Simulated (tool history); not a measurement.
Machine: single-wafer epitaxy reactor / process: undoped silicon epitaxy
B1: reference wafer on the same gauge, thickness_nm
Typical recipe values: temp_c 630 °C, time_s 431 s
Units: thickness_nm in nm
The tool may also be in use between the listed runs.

run 1 day=0.000 | temp_c=630 time_s=431 | B1=48.694 | thickness_nm=46.914
run 2 day=3.808 | temp_c=637 time_s=431 | B1=48.660 | thickness_nm=55.775
run 3 day=6.329 | temp_c=637 time_s=431 | B1=48.665 | thickness_nm=55.914
run 4 day=7.912 | temp_c=630 time_s=431 | B1=48.698 | thickness_nm=46.712
run 5 day=12.108 | temp_c=630 time_s=431 | B1=48.697 | thickness_nm=46.848
run 6 day=15.617 | temp_c=630 time_s=431 | B1=48.683 | thickness_nm=46.635
run 7 day=18.125 | temp_c=630 time_s=431 | B1=48.728 | thickness_nm=46.720
run 8 day=22.333 | temp_c=630 time_s=431 | B1=48.725 | thickness_nm=46.630
-- day=28.912 pyrometer calibrated
run 9 day=31.442 | temp_c=644 time_s=515 | B1=48.674 | thickness_nm=79.910
-- day=33.012 gauge calibrated
run 10 day=36.688 | temp_c=643 time_s=388 | B1=48.711 | thickness_nm=58.505
run 11 day=40.775 | temp_c=630 time_s=431 | B1=48.717 | thickness_nm=46.783
run 12 day=44.846 | temp_c=621 time_s=497 | B1=48.685 | thickness_nm=42.528
run 13 day=49.954 | temp_c=630 time_s=485 | B1=48.722 | thickness_nm=52.546
run 14 day=51.883 | temp_c=630 time_s=514 | B1=48.651 | thickness_nm=55.878
run 15 day=54.196 | temp_c=630 time_s=431 | B1=48.651 | thickness_nm=46.671
run 16 day=67.433 | temp_c=637 time_s=460 | B1=48.707 | thickness_nm=59.826
run 17 day=70.638 | temp_c=630 time_s=480 | B1=48.733 | thickness_nm=51.988

4 options for the next run, each taken on its own from the tool as it stands now. Forecast them:
run A day=70.658 | temp_c=630 time_s=366 | B1=? | thickness_nm=?
run B day=70.658 | temp_c=639 time_s=499 | B1=? | thickness_nm=?
run C day=70.658 | temp_c=616 time_s=431 | B1=? | thickness_nm=?
run D day=70.658 | temp_c=636 time_s=388 | B1=? | thickness_nm=?

run=A B1=48.699 thickness_nm=39.474
run=B B1=48.699 thickness_nm=67.800
run=C B1=48.699 thickness_nm=32.114
run=D B1=48.699 thickness_nm=48.841
Take away the tool's hidden state, keep each run's random variation, and the runs would have read:
run=A thickness_nm=39.474
run=B thickness_nm=67.800
run=C thickness_nm=32.114
run=D thickness_nm=48.841
